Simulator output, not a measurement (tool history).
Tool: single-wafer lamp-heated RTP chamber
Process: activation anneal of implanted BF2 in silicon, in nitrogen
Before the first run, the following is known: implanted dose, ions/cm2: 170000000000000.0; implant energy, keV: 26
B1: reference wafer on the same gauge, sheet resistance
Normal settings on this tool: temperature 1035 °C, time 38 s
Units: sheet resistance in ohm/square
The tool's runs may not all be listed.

run 1 hour=0.0 | temperature=1035 time=38 | B1=624.02 | sheet_resistance=568.15
run 2 hour=30.8 | temperature=1035 time=43 | B1=624.21 | sheet_resistance=569.30
run 3 hour=60.8 | temperature=1035 time=43 | B1=624.37 | sheet_resistance=567.12
-- hour=71.9 pyrometer window cleaned and pyrometer calibrated
run 4 hour=73.6 | temperature=1057 time=47 | B1=623.77 | sheet_resistance=562.87
run 5 hour=99.7 | temperature=1035 time=38 | B1=624.01 | sheet_resistance=572.19
-- hour=137.4 reflector plate cleaned
run 6 hour=137.9 | temperature=1035 time=38 | B1=623.82 | sheet_resistance=572.56
run 7 hour=159.9 | temperature=1035 time=38 | B1=623.93 | sheet_resistance=572.73
run 8 hour=176.8 | temperature=1035 time=38 | B1=624.17 | sheet_resistance=569.80
run 9 hour=197.2 | temperature=1035 time=38 | B1=623.86 | sheet_resistance=571.94
run 10 hour=212.7 | temperature=1035 time=38 | B1=623.85 | sheet_resistance=569.15
run 11 hour=241.5 | temperature=1018 time=38 | B1=623.79 | sheet_resistance=574.78
run 12 hour=259.8 | temperature=1018 time=38 | B1=624.12 | sheet_resistance=576.35
run 13 hour=277.7 | temperature=1035 time=38 | B1=623.73 | sheet_resistance=571.12
run 14 hour=303.5 | temperature=1016 time=55 | B1=623.89 | sheet_resistance=571.09
run 15 hour=326.9 | temperature=1062 time=54 | B1=623.65 | sheet_resistance=553.66
run 16 hour=361.8 | temperature=1064 time=60 | B1=624.00 | sheet_resistance=552.84
run 17 hour=396.7 | temperature=1009 time=48 | B1=623.84 | sheet_resistance=572.63
run 18 hour=427.3 | temperature=1035 time=38 | B1=624.22 | sheet_resistance=569.38
-- hour=440.8 pyrometer window cleaned and pyrometer calibrated
run 19 hour=449.2 | temperature=1020 time=22 | B1=623.97 | sheet_resistance=581.01
run 20 hour=468.6 | temperature=1020 time=50 | B1=623.82 | sheet_resistance=572.16
-- hour=500.1 gauge calibrated
run 21 hour=518.4 | temperature=1016 time=55 | B1=623.45 | sheet_resistance=571.90
run 22 hour=535.7 | temperature=1027 time=59 | B1=624.16 | sheet_resistance=567.57
run 23 hour=548.7 | temperature=1035 time=38 | B1=623.84 | sheet_resistance=570.79

Predict the results of run 24:
run 24 hour=578.0 | temperature=1035 time=38 | B1=? | sheet_resistance=?

{"run 24": {"B1": 624.12, "sheet resistance": 571.87}}
Take away the tool's hidden state, keep the run-to-run variation as it was, and the same run would have given sheet resistance 572.97 ohm/square.
